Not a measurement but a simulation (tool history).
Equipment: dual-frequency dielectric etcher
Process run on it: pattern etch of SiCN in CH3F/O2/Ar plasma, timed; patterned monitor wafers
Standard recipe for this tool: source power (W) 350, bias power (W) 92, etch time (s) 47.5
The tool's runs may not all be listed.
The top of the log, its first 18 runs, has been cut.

run   hour  source power (W)  bias power (W)  etch time (s)  read-back reference wafer on the same gauge, depth_nm  mean etch depth across the wafer (angstrom)
 19  253.4               420             101           47.5                                                  16.89                                        198.3
 20  260.3               350             105           51.5                                                  16.91                                        211.4
     287.7  -- wet clean of the chamber, repeated, since the last time left the tool worse
 21  288.2               350              92           47.5                                                   16.9                                        191.8
 22  288.5               350              83           42.5                                                  16.92                                        163.6
 23  297.3               280              75           58.5                                                   16.9                                          204
 24    309               310             107             57                                                   16.9                                        243.7
 25  324.4               320              92           47.5                                                   16.9                                        189.4
 26    342               320              92           47.5                                                  16.91                                        188.2
 27  353.4               350              92           47.5                                                  16.88                                        192.1
 28  361.5               350             110           47.5                                                  16.91                                        211.2
 29  373.9               300              72           47.5                                                  16.91                                          163
 30  383.5               260             104             56                                                  16.91                                        227.5

Consider 4 possible next runs. They are alternatives, not a sequence: every one starts from the tool as it was left by run 30. What does each give?
  A  383.9               350              92           47.5                                                      ?                                            ?
  B  383.9               310             107             59                                                      ?                                            ?
  C  383.9               350             114           35.5                                                      ?                                            ?
  D  383.9               350              92             34                                                      ?                                            ?

run  read-back reference wafer on the same gauge, depth_nm  mean etch depth across the wafer (angstrom)
  A                                                  16.89                                          192
  B                                                  16.89                                        252.2
  C                                                  16.89                                        160.3
  D                                                  16.89                                        137.4
Without the tool's hidden state the same runs would have given:
run  mean etch depth across the wafer (angstrom)
  A                                        192.2
  B                                        252.5
  C                                        160.5
  D                                        137.6
